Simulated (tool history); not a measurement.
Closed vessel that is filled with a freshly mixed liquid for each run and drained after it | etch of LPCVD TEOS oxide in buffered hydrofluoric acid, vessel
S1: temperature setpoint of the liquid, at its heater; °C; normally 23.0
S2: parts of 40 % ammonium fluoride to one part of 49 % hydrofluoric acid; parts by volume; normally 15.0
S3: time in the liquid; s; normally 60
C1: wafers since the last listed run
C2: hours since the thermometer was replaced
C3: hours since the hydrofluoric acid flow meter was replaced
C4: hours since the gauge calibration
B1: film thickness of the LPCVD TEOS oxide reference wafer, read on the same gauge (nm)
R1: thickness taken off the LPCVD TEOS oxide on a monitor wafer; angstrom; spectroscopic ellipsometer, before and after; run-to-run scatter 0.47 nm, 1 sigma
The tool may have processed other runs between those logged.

run	hour	S1	S2	S3	C1	C2	C3	C4	B1	R1
1	0.0	19.5	15.0	60	0	1405.0	920.4	656.8	39.99	576.9
2	29.5	19.5	15.0	60	2796	1434.5	949.9	686.3	39.99	575.3
3	82.0	19.5	15.0	60	4977	1487.0	1002.4	738.8	40.00	567.6
4	107.6	23.0	15.0	80	2427	1512.6	1028.0	764.4	39.99	932.6
5	132.4	23.0	15.0	60	2351	1537.4	1052.8	789.2	40.02	691.7
6	155.3	23.0	15.0	60	2171	1560.3	1075.7	812.1	40.02	692.3
7	184.8	22.0	15.0	60	2796	1589.8	1105.2	841.6	40.01	653.0
8	207.4	22.0	15.0	60	2142	1612.4	1127.8	864.2	40.00	651.5
9	221.0	22.0	15.0	60	1289	1626.0	1141.4	877.8	40.00	659.2
10	240.2	26.0	15.0	60	1820	1645.2	1160.6	897.0	39.99	814.9
# hour 254.8: gauge calibrated
11	255.3	26.0	15.0	60	1431	1660.3	1175.7	0.5	39.99	818.3
12	276.6	26.0	15.0	60	2019	1681.6	1197.0	21.8	39.99	824.6
13	303.7	27.0	11.0	80	2569	1708.7	1224.1	48.9	39.99	1583.7
14	325.6	23.0	15.0	60	2076	1730.6	1246.0	70.8	39.99	707.4
15	350.8	19.0	19.5	60	2389	1755.8	1271.2	96.0	40.00	439.0
16	384.9	23.0	15.0	60	3233	1789.9	1305.3	130.1	40.00	701.6
# hour 410.6: thermometer replaced
17	411.1	21.0	15.0	60	2389	0.5	1331.5	156.3	40.02	557.1
18	444.1	23.0	15.0	60	3128	33.5	1364.5	189.3	40.00	633.9
19	462.7	23.0	16.5	85	1763	52.1	1383.1	207.9	40.00	809.1
# hour 463.8: hydrofluoric acid flow meter replaced
20	533.5	19.0	20.5	80	6617	122.9	69.7	278.7	39.99	498.4
21	565.1	19.5	20.0	35	2996	154.5	101.3	310.3	40.00	231.6
22	593.3	25.5	18.5	60	2673	182.7	129.5	338.5	39.99	589.3
23	628.5	23.0	15.0	60	3337	217.9	164.7	373.7	40.01	624.9
24	659.3	20.0	13.0	70	2920	248.7	195.5	404.5	40.01	721.7
25	692.9	23.0	15.0	60	3185	282.3	229.1	438.1	39.99	634.4

Branching from run 25: 5 alternative next runs. What would each branch give?
A	693.6	23.0	15.0	60	66	283.0	229.8	438.8	?	?
B	693.6	19.0	15.0	60	66	283.0	229.8	438.8	?	?
C	693.6	23.0	9.0	60	66	283.0	229.8	438.8	?	?
D	693.6	20.0	12.5	35	66	283.0	229.8	438.8	?	?
E	693.6	19.5	10.5	40	66	283.0	229.8	438.8	?	?

run	B1	R1
A	40.01	639.5
B	40.01	512.3
C	40.01	1015.9
D	40.01	378.0
E	40.01	498.1
With no hidden state in the tool, these same runs would have given:
run	R1
A	617.5
B	494.1
C	980.9
D	364.7
E	480.5
